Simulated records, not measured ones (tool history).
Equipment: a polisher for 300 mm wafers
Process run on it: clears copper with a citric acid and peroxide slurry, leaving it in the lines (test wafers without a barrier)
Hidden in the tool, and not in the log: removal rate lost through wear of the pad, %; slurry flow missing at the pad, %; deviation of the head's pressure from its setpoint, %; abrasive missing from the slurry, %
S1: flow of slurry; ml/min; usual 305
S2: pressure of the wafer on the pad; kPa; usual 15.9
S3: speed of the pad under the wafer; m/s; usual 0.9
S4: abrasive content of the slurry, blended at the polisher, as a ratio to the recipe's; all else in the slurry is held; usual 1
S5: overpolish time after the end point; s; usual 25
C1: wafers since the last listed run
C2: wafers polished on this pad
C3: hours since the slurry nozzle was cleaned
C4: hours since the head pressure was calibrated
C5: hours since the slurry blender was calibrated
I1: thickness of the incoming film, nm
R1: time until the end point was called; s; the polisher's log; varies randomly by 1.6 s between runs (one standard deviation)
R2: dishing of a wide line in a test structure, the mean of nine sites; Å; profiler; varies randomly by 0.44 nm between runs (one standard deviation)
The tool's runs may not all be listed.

Run 1, day 0: usual settings; C1 0; C2 1239; C3 280.2; C4 564.9; C5 263.6; I1 233.1. Result: R1 170.6 s, R2 229 Å.
Run 2, day 1.196: usual settings but S2 12.4 kPa, S4 1.2; C1 179; C2 1419; C3 308.9; C4 593.6; C5 292.3; I1 229.4. Result: R1 197.7 s, R2 203 Å.
Run 3, day 2.008: usual settings but S2 19.3 kPa; C1 121; C2 1541; C3 328.4; C4 613.1; C5 311.8; I1 228.5. Result: R1 144.1 s, R2 261 Å.
At day 2.229: worn pad replaced by a new one.
Run 4, day 2.546: usual settings but S2 19.3 kPa; C1 55; C2 47; C3 341.3; C4 626; C5 324.7; I1 229.8. Result: R1 132 s, R2 274 Å.
Run 5, day 3.871: usual settings; C1 198; C2 246; C3 373.1; C4 657.8; C5 356.5; I1 225.2. Result: R1 156.3 s, R2 247 Å.
Run 6, day 4.867: usual settings; C1 149; C2 395; C3 397; C4 681.7; C5 380.4; I1 230.6. Result: R1 162.9 s, R2 241 Å.
Run 7, day 6.25: usual settings; C1 207; C2 603; C3 430.2; C4 714.9; C5 413.6; I1 233.6. Result: R1 169.4 s, R2 228 Å.
Run 8, day 6.938: usual settings; C1 103; C2 706; C3 446.7; C4 731.4; C5 430.1; I1 228.5. Result: R1 166.7 s, R2 231 Å.
Run 9, day 7.504: usual settings; C1 85; C2 791; C3 460.3; C4 745; C5 443.7; I1 230.8. Result: R1 166.1 s, R2 232 Å.
Run 10, day 8.004: usual settings but S2 20 kPa, S3 0.78 m/s; C1 75; C2 866; C3 472.3; C4 757; C5 455.7; I1 229.9. Result: R1 149.5 s, R2 256 Å.
At day 8.175: head pressure recalibrated.
At day 9.079: slurry blender recalibrated.
Run 11, day 9.15: usual settings but S2 11 kPa, S4 0.75; C1 146; C2 1013; C3 499.8; C4 23.4; C5 1.7; I1 231.7. Result: R1 234.7 s, R2 170 Å.
Run 12, day 10.067: usual settings but S2 12.4 kPa, S3 1.12 m/s; C1 137; C2 1151; C3 521.8; C4 45.4; C5 23.7; I1 230.4. Result: R1 178.8 s, R2 216 Å.
Run 13, day 10.608: usual settings but S1 355 ml/min, S4 0.9; C1 81; C2 1232; C3 534.8; C4 58.4; C5 36.7; I1 227.8. Result: R1 170.6 s, R2 226 Å.
At day 11.517: worn pad replaced by a new one.
At day 11.596: slurry nozzle cleaned.
Run 14, day 11.617: usual settings but S1 270 ml/min; C1 120; C2 8; C3 0.5; C4 82.6; C5 60.9; I1 228.5. Result: R1 154.8 s, R2 250 Å.
Run 15, day 13.05: usual settings; C1 215; C2 223; C3 34.9; C4 117; C5 95.3; I1 229.4. Result: R1 160.3 s, R2 244 Å.
Run 16, day 14.292: usual settings; C1 186; C2 410; C3 64.7; C4 146.8; C5 125.1; I1 229.9. Result: R1 163.9 s, R2 242 Å.
Run 17, day 15.771: usual settings; C1 221; C2 632; C3 100.2; C4 182.3; C5 160.6; I1 230.3. Result: R1 165.5 s, R2 239 Å.
Run 18, day 16.333: usual settings but S5 36 s; C1 84; C2 716; C3 113.7; C4 195.8; C5 174.1; I1 229.7. Result: R1 165.5 s, R2 328 Å.

Each row is a separate what-if for the run after 18, all from the same tool condition, not one after another. Results?
Run A, day 16.354: usual settings; C1 3; C2 719; C3 114.2; C4 196.3; C5 174.6; I1 228.8. Result: R1 ?, R2 ?.
Run B, day 16.354: usual settings but S1 205 ml/min, S2 20.7 kPa, S4 1.25; C1 3; C2 719; C3 114.2; C4 196.3; C5 174.6; I1 228.8. Result: R1 ?, R2 ?.
Run C, day 16.354: usual settings but S1 405 ml/min, S2 13.8 kPa, S3 1.12 m/s, S4 0.85; C1 3; C2 719; C3 114.2; C4 196.3; C5 174.6; I1 228.8. Result: R1 ?, R2 ?.
Run D, day 16.354: usual settings but S2 11 kPa, S5 29 s; C1 3; C2 719; C3 114.2; C4 196.3; C5 174.6; I1 228.8. Result: R1 ?, R2 ?.
Run E, day 16.354: usual settings but S4 0.7; C1 3; C2 719; C3 114.2; C4 196.3; C5 174.6; I1 228.8. Result: R1 ?, R2 ?.

run     R1   R2
  A    164  238
  B    132  293
  C  162.4  239
  D  215.3  211
  E  178.3  221
What these runs would have given with no unlogged condition in the tool:
run     R1   R2
  A  153.1  254
  B  123.2  311
  C  151.6  255
  D    201  224
  E  166.4  235

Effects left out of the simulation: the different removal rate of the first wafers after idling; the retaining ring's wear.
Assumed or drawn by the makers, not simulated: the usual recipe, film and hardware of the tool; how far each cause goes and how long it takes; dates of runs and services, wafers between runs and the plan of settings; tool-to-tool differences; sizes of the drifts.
